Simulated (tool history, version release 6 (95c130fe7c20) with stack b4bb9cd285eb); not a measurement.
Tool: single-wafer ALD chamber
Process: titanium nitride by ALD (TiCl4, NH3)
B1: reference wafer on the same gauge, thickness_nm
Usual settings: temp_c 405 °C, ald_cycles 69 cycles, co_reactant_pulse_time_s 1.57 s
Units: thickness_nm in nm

run 1 hour=0.0 | temp_c=405 ald_cycles=69 co_reactant_pulse_time_s=1.57 | B1=1.298 | thickness_nm=1.577
run 2 hour=15.4 | temp_c=405 ald_cycles=69 co_reactant_pulse_time_s=1.57 | B1=1.297 | thickness_nm=1.580
run 3 hour=21.4 | temp_c=405 ald_cycles=69 co_reactant_pulse_time_s=1.57 | B1=1.297 | thickness_nm=1.589
run 4 hour=29.5 | temp_c=405 ald_cycles=59 co_reactant_pulse_time_s=1.57 | B1=1.297 | thickness_nm=1.351
run 5 hour=39.3 | temp_c=405 ald_cycles=59 co_reactant_pulse_time_s=1.57 | B1=1.297 | thickness_nm=1.349
run 6 hour=50.1 | temp_c=398 ald_cycles=69 co_reactant_pulse_time_s=1.57 | B1=1.296 | thickness_nm=1.567
run 7 hour=60.2 | temp_c=405 ald_cycles=69 co_reactant_pulse_time_s=1.57 | B1=1.296 | thickness_nm=1.583
run 8 hour=77.4 | temp_c=405 ald_cycles=69 co_reactant_pulse_time_s=1.57 | B1=1.295 | thickness_nm=1.586
run 9 hour=90.0 | temp_c=405 ald_cycles=69 co_reactant_pulse_time_s=1.57 | B1=1.296 | thickness_nm=1.576
-- hour=104.8 gauge calibrated
-- hour=104.9 thermocouple changed; heater temperature recalibrated
run 10 hour=106.0 | temp_c=405 ald_cycles=69 co_reactant_pulse_time_s=1.57 | B1=1.311 | thickness_nm=1.599
run 11 hour=117.8 | temp_c=405 ald_cycles=69 co_reactant_pulse_time_s=1.57 | B1=1.308 | thickness_nm=1.599
run 12 hour=131.0 | temp_c=405 ald_cycles=56 co_reactant_pulse_time_s=1.57 | B1=1.308 | thickness_nm=1.295
run 13 hour=155.0 | temp_c=410 ald_cycles=73 co_reactant_pulse_time_s=1.57 | B1=1.305 | thickness_nm=1.681
run 14 hour=168.6 | temp_c=405 ald_cycles=69 co_reactant_pulse_time_s=2.10 | B1=1.303 | thickness_nm=1.605
-- hour=204.4 showerhead replaced
run 15 hour=204.9 | temp_c=405 ald_cycles=69 co_reactant_pulse_time_s=1.57 | B1=1.301 | thickness_nm=1.589

The next listed run, before its measurement:
run 16 hour=212.9 | temp_c=405 ald_cycles=74 co_reactant_pulse_time_s=1.57 | B1=? | thickness_nm=?

Run 16 gave B1 1.300, thickness_nm 1.705 nm.
Without the tool's hidden state the same run would have given thickness_nm 1.717 nm.
